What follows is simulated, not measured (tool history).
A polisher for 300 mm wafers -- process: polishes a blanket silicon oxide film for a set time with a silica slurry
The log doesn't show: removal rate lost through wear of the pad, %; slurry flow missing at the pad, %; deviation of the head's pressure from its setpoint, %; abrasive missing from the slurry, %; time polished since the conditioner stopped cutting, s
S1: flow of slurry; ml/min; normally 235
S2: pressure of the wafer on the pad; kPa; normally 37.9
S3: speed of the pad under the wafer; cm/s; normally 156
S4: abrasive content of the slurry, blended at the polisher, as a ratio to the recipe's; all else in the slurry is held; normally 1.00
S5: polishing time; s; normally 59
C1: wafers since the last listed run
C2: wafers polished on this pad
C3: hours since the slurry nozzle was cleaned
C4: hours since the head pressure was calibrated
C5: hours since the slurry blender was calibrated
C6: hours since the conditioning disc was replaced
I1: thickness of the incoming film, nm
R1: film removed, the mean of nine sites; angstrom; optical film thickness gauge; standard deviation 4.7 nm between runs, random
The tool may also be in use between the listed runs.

Run 1, day 0.000: usual settings but S1 255 ml/min; C1 0; C2 340; C3 167.1; C4 82.9; C5 332.7; C6 100.8; I1 941.3. Result: R1 3195 angstrom.
Run 2, day 0.917: usual settings but S1 255 ml/min; C1 322; C2 662; C3 189.1; C4 104.9; C5 354.7; C6 122.8; I1 919.3. Result: R1 3147 angstrom.
Run 3, day 2.183: usual settings but S2 33.1 kPa, S4 0.85, S5 39 s; C1 445; C2 1107; C3 219.5; C4 135.3; C5 385.1; C6 153.2; I1 927.6. Result: R1 1606 angstrom.
At day 2.358: slurry blender recalibrated.
Run 4, day 3.633: usual settings but S2 27.6 kPa, S3 136 cm/s, S5 41 s; C1 480; C2 1587; C3 254.3; C4 170.1; C5 30.6; C6 188.0; I1 944.7. Result: R1 1486 angstrom.
Run 5, day 4.625: usual settings; C1 348; C2 1936; C3 278.1; C4 193.9; C5 54.4; C6 211.8; I1 929.3. Result: R1 3024 angstrom.
At day 5.212: conditioning disc replaced and pad reconditioned.
Run 6, day 5.846: usual settings; C1 399; C2 2335; C3 307.4; C4 223.2; C5 83.7; C6 15.2; I1 914.8. Result: R1 3307 angstrom.
Run 7, day 6.633: usual settings but S1 205 ml/min, S3 122 cm/s; C1 276; C2 2612; C3 326.3; C4 242.1; C5 102.6; C6 34.1; I1 926.6. Result: R1 2732 angstrom.
Run 8, day 7.762: usual settings but S2 31.0 kPa, S4 0.90, S5 65 s; C1 396; C2 3009; C3 353.4; C4 269.2; C5 129.7; C6 61.2; I1 938.4. Result: R1 2661 angstrom.
Run 9, day 8.767: usual settings; C1 352; C2 3361; C3 377.5; C4 293.3; C5 153.8; C6 85.3; I1 933.3. Result: R1 3070 angstrom.
At day 9.167: slurry nozzle cleaned.
At day 9.550: worn pad replaced by a new one.
Run 10, day 9.571: usual settings but S4 0.75; C1 209; C2 7; C3 9.7; C4 312.6; C5 173.1; C6 104.6; I1 916.0. Result: R1 2434 angstrom.
Run 11, day 13.454: usual settings but S4 0.80; C1 1364; C2 1371; C3 102.9; C4 405.8; C5 266.3; C6 197.8; I1 928.2. Result: R1 2552 angstrom.
Run 12, day 14.675: usual settings; C1 428; C2 1800; C3 132.2; C4 435.1; C5 295.6; C6 227.1; I1 947.5. Result: R1 3004 angstrom.
Run 13, day 15.975: usual settings but S2 49.0 kPa, S3 108 cm/s, S5 47 s; C1 456; C2 2257; C3 163.4; C4 466.3; C5 326.8; C6 258.3; I1 923.1. Result: R1 2453 angstrom.
At day 16.117: conditioning disc replaced and pad reconditioned.
At day 16.562: slurry blender recalibrated.
Run 14, day 17.138: usual settings but S2 31.7 kPa; C1 349; C2 2607; C3 191.3; C4 494.2; C5 13.8; C6 24.5; I1 949.8. Result: R1 2762 angstrom.
Run 15, day 17.696: usual settings but S2 41.4 kPa; C1 196; C2 2803; C3 204.7; C4 507.6; C5 27.2; C6 37.9; I1 941.7. Result: R1 3550 angstrom.
Run 16, day 18.754: usual settings but S1 295 ml/min, S5 53 s; C1 371; C2 3175; C3 230.1; C4 533.0; C5 52.6; C6 63.3; I1 914.3. Result: R1 2901 angstrom.
Run 17, day 20.038: usual settings; C1 450; C2 3626; C3 260.9; C4 563.8; C5 83.4; C6 94.1; I1 942.1. Result: R1 3150 angstrom.
At day 21.129: worn pad replaced by a new one.
Run 18, day 21.212: usual settings but S3 170 cm/s; C1 354; C2 28; C3 289.1; C4 592.0; C5 111.6; C6 122.3; I1 942.9. Result: R1 3259 angstrom.
Run 19, day 22.204: usual settings but S2 42.1 kPa, S5 67 s; C1 348; C2 377; C3 312.9; C4 615.8; C5 135.4; C6 146.1; I1 920.8. Result: R1 3781 angstrom.
Run 20, day 23.625: usual settings but S3 134 cm/s, S4 0.85, S5 42 s; C1 499; C2 876; C3 347.0; C4 649.9; C5 169.5; C6 180.2; I1 924.1. Result: R1 1742 angstrom.
Run 21, day 24.125: usual settings but S2 26.9 kPa, S3 198 cm/s, S5 50 s; C1 175; C2 1052; C3 359.0; C4 661.9; C5 181.5; C6 192.2; I1 936.7. Result: R1 2258 angstrom.
Run 22, day 25.592: usual settings but S3 202 cm/s, S5 74 s; C1 515; C2 1567; C3 394.2; C4 697.1; C5 216.7; C6 227.4; I1 933.2. Result: R1 4422 angstrom.
Run 23, day 26.521: usual settings; C1 326; C2 1893; C3 416.5; C4 719.4; C5 239.0; C6 249.7; I1 930.5. Result: R1 3107 angstrom.
At day 27.375: conditioning disc replaced and pad reconditioned.
Run 24, day 27.542: usual settings but S2 33.1 kPa, S3 176 cm/s, S4 0.80; C1 329; C2 2223; C3 441.0; C4 743.9; C5 263.5; C6 4.0; I1 923.1. Result: R1 2659 angstrom.
At day 27.588: slurry nozzle cleaned.
Run 25, day 28.238: usual settings but S1 265 ml/min, S3 198 cm/s, S4 1.15, S5 66 s; C1 229; C2 2453; C3 15.6; C4 760.6; C5 280.2; C6 20.7; I1 918.2. Result: R1 4692 angstrom.

Run-by-run hidden state of the tool:
removal rate lost through wear of the pad, %: 0 in every run
slurry flow missing at the pad, %: 0 in every run
deviation of the head's pressure from its setpoint, %: 0 in every run
abrasive missing from the slurry, %: 0 in every run
H1: time polished since the conditioner stopped cutting, s
run    H1
  1  53.1
  2  58.2
  3  63.3
  4  67.2
  5  69.1
  6  21.7
  7  34.4
  8  48.2
  9  57.1
 10  62.6
 11  76.6
 12  78.5
 13    80
 14  19.9
 15  28.2
 16  40.7
 17  51.4
 18  58.2
 19  62.4
 20  66.6
 21  67.7
 22  70.1
 23  71.2
 24  8.15
 25  21.2
